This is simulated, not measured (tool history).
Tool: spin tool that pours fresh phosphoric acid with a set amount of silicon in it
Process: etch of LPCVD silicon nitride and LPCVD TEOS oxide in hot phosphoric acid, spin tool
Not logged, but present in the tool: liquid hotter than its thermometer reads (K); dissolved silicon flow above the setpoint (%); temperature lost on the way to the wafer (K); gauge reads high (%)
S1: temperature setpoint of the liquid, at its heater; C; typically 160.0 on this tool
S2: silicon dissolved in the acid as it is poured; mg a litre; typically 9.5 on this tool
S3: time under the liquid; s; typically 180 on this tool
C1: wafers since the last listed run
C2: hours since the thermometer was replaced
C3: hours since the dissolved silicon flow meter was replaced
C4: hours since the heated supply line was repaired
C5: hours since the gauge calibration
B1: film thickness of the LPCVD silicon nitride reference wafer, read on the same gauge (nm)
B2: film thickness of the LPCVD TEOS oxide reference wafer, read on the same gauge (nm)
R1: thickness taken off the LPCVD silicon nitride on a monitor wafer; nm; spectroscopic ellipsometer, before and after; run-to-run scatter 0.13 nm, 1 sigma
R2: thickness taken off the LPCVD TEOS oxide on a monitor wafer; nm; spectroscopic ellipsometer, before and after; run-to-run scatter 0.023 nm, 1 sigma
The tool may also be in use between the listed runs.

| run | hour | S1 | S2 | S3 | C1 | C2 | C3 | C4 | C5 | B1 | B2 | R1 | R2 |
|---|---|---|---|---|---|---|---|---|---|---|---|---|---|
| 1 | 0.0 | 162.5 | 9.5 | 105 | 0 | 2880.2 | 1920.8 | 4.6 | 6.3 | 129.99 | 129.991 | 9.82 | 0.367 |
| 2 | 13.5 | 160.0 | 9.5 | 180 | 141 | 2893.7 | 1934.3 | 18.1 | 19.8 | 129.98 | 130.019 | 15.38 | 0.515 |
| 3 | 27.0 | 160.0 | 9.5 | 180 | 141 | 2907.2 | 1947.8 | 31.6 | 33.3 | 129.98 | 130.006 | 15.53 | 0.523 |
| 4 | 49.1 | 157.5 | 9.5 | 180 | 230 | 2929.3 | 1969.9 | 53.7 | 55.4 | 130.01 | 130.020 | 14.09 | 0.468 |
|  | 64.3 | thermometer replaced |
| 5 | 84.9 | 157.0 | 3.0 | 250 | 363 | 20.6 | 2005.7 | 89.5 | 91.2 | 130.03 | 130.027 | 19.30 | 0.716 |
| 6 | 109.9 | 160.0 | 9.5 | 180 | 261 | 45.6 | 2030.7 | 114.5 | 116.2 | 130.04 | 129.996 | 15.33 | 0.551 |
| 7 | 137.2 | 162.0 | 4.0 | 280 | 285 | 72.9 | 2058.0 | 141.8 | 143.5 | 130.04 | 129.962 | 25.45 | 1.105 |
| 8 | 162.1 | 160.0 | 15.5 | 260 | 260 | 97.8 | 2082.9 | 166.7 | 168.4 | 130.02 | 130.032 | 22.06 | 0.642 |
| 9 | 175.9 | 162.0 | 9.5 | 140 | 144 | 111.6 | 2096.7 | 180.5 | 182.2 | 130.02 | 130.015 | 12.78 | 0.459 |
| 10 | 188.9 | 160.0 | 9.5 | 180 | 135 | 124.6 | 2109.7 | 193.5 | 195.2 | 129.99 | 130.020 | 15.27 | 0.551 |
| 11 | 202.9 | 161.0 | 9.5 | 180 | 146 | 138.6 | 2123.7 | 207.5 | 209.2 | 130.00 | 129.986 | 16.15 | 0.607 |
| 12 | 228.8 | 158.0 | 9.5 | 240 | 270 | 164.5 | 2149.6 | 233.4 | 235.1 | 130.00 | 129.997 | 19.15 | 0.632 |
| 13 | 255.7 | 162.0 | 6.5 | 180 | 281 | 191.4 | 2176.5 | 260.3 | 262.0 | 130.04 | 129.980 | 16.28 | 0.679 |
|  | 275.6 | dissolved silicon flow meter replaced |
| 14 | 289.6 | 160.0 | 6.5 | 125 | 343 | 225.3 | 14.0 | 294.2 | 295.9 | 130.00 | 130.009 | 10.47 | 0.363 |
| 15 | 306.2 | 158.5 | 15.5 | 105 | 173 | 241.9 | 30.6 | 310.8 | 312.5 | 129.96 | 130.013 | 8.44 | 0.243 |
| 16 | 318.4 | 160.0 | 16.5 | 245 | 127 | 254.1 | 42.8 | 323.0 | 324.7 | 129.99 | 130.008 | 20.64 | 0.576 |
| 17 | 346.9 | 158.5 | 9.5 | 135 | 297 | 282.6 | 71.3 | 351.5 | 353.2 | 129.94 | 129.990 | 10.80 | 0.361 |
| 18 | 363.6 | 160.0 | 9.5 | 180 | 174 | 299.3 | 88.0 | 368.2 | 369.9 | 129.99 | 130.013 | 15.16 | 0.541 |
| 19 | 388.1 | 160.0 | 6.5 | 180 | 255 | 323.8 | 112.5 | 392.7 | 394.4 | 129.98 | 129.993 | 15.30 | 0.543 |
| 20 | 416.4 | 158.5 | 7.5 | 220 | 295 | 352.1 | 140.8 | 421.0 | 422.7 | 130.00 | 129.971 | 17.56 | 0.569 |
| 21 | 493.9 | 160.0 | 9.5 | 180 | 809 | 429.6 | 218.3 | 498.5 | 500.2 | 130.06 | 130.002 | 15.01 | 0.495 |
| 22 | 507.2 | 160.0 | 9.5 | 240 | 138 | 442.9 | 231.6 | 511.8 | 513.5 | 130.02 | 129.999 | 20.13 | 0.683 |
| 23 | 539.5 | 160.0 | 4.0 | 180 | 337 | 475.2 | 263.9 | 544.1 | 545.8 | 129.99 | 129.994 | 15.04 | 0.567 |

What if the next run were any one of these 3? Each begins from the tool's condition after run 23:
| A | 540.0 | 160.0 | 9.5 | 90 | 5 | 475.7 | 264.4 | 544.6 | 546.3 | ? | ? | ? | ? |
| B | 540.0 | 158.5 | 14.5 | 225 | 5 | 475.7 | 264.4 | 544.6 | 546.3 | ? | ? | ? | ? |
| C | 540.0 | 160.0 | 3.5 | 125 | 5 | 475.7 | 264.4 | 544.6 | 546.3 | ? | ? | ? | ? |

| run | B1 | B2 | R1 | R2 |
|---|---|---|---|---|
| A | 130.01 | 130.011 | 7.58 | 0.260 |
| B | 130.01 | 130.011 | 18.01 | 0.517 |
| C | 130.01 | 130.011 | 10.53 | 0.408 |
With no hidden state in the tool, these same runs would have given:
| run | R1 | R2 |
|---|---|---|
| A | 7.85 | 0.281 |
| B | 18.67 | 0.559 |
| C | 10.91 | 0.442 |

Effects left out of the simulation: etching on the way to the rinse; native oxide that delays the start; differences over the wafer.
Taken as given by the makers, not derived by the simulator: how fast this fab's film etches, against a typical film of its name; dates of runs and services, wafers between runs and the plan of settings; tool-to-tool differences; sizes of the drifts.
